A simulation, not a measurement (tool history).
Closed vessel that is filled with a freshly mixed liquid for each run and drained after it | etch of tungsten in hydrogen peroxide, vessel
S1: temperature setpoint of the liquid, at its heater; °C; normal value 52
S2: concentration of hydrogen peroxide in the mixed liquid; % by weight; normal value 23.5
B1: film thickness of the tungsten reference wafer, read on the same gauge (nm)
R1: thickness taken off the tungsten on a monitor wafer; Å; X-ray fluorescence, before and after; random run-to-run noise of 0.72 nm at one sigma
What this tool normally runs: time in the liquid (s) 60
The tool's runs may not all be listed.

run 1 hour=0 | S1=52 S2=23.5 time_in_the_liquid_(s)=60 | B1=40.06 | R1=749.6
run 2 hour=11.8 | S1=56.5 S2=23.5 time_in_the_liquid_(s)=60 | B1=39.98 | R1=967
run 3 hour=21.7 | S1=56.5 S2=23.5 time_in_the_liquid_(s)=60 | B1=39.93 | R1=947.7
run 4 hour=38.8 | S1=56.5 S2=23.5 time_in_the_liquid_(s)=60 | B1=39.99 | R1=985
run 5 hour=47.7 | S1=52 S2=23.5 time_in_the_liquid_(s)=60 | B1=40.02 | R1=728.1
run 6 hour=57.6 | S1=52 S2=23.5 time_in_the_liquid_(s)=60 | B1=39.99 | R1=743.8
run 7 hour=70.8 | S1=52 S2=23.5 time_in_the_liquid_(s)=60 | B1=39.98 | R1=738.9
run 8 hour=83.8 | S1=52 S2=23.5 time_in_the_liquid_(s)=60 | B1=39.97 | R1=744.9
run 9 hour=101 | S1=52 S2=23.5 time_in_the_liquid_(s)=60 | B1=39.93 | R1=732.3
run 10 hour=115 | S1=52 S2=23.5 time_in_the_liquid_(s)=60 | B1=39.98 | R1=751.2
run 11 hour=127.1 | S1=52 S2=23.5 time_in_the_liquid_(s)=60 | B1=40.02 | R1=732
-- hour=128.2 peroxide flow meter replaced
run 12 hour=135 | S1=58 S2=28 time_in_the_liquid_(s)=60 | B1=40 | R1=1153.5
-- hour=135.6 gauge calibrated
-- hour=141.8 thermometer replaced
run 13 hour=142.3 | S1=49 S2=21 time_in_the_liquid_(s)=30 | B1=40.03 | R1=289.8
run 14 hour=157.3 | S1=52 S2=23.5 time_in_the_liquid_(s)=60 | B1=39.97 | R1=743.8
run 15 hour=174.3 | S1=52 S2=23.5 time_in_the_liquid_(s)=60 | B1=39.99 | R1=743.2
run 16 hour=217.2 | S1=48.5 S2=23.5 time_in_the_liquid_(s)=40 | B1=39.98 | R1=396
-- hour=238.8 new drum of peroxide connected
run 17 hour=246.2 | S1=46.5 S2=29.5 time_in_the_liquid_(s)=35 | B1=40.04 | R1=349.6
run 18 hour=252.3 | S1=62 S2=23.5 time_in_the_liquid_(s)=80 | B1=39.99 | R1=1787.5
run 19 hour=262.9 | S1=43.5 S2=29.5 time_in_the_liquid_(s)=30 | B1=39.96 | R1=244.7
run 20 hour=271.7 | S1=55.5 S2=25.5 time_in_the_liquid_(s)=60 | B1=39.98 | R1=945
run 21 hour=283.3 | S1=52 S2=23.5 time_in_the_liquid_(s)=60 | B1=40.01 | R1=736.8
-- hour=298.2 gauge calibrated
run 22 hour=299.5 | S1=52 S2=23.5 time_in_the_liquid_(s)=60 | B1=39.98 | R1=744.3

Alternative continuations, all from the tool just after run 22; predict every row:
run A hour=300.2 | S1=52 S2=23.5 time_in_the_liquid_(s)=60 | B1=? | R1=?
run B hour=300.2 | S1=52 S2=30 time_in_the_liquid_(s)=60 | B1=? | R1=?
run C hour=300.2 | S1=57.5 S2=16.5 time_in_the_liquid_(s)=75 | B1=? | R1=?
run D hour=300.2 | S1=52 S2=29.5 time_in_the_liquid_(s)=40 | B1=? | R1=?

run=A B1=39.99 R1=738.8
run=B B1=39.99 R1=834.7
run=C B1=39.99 R1=1072.6
run=D B1=39.99 R1=551.8
With the hidden condition removed and each run's random variation left untouched, the same runs would have given:
run=A R1=738.8
run=B R1=834.7
run=C R1=1072.6
run=D R1=551.8
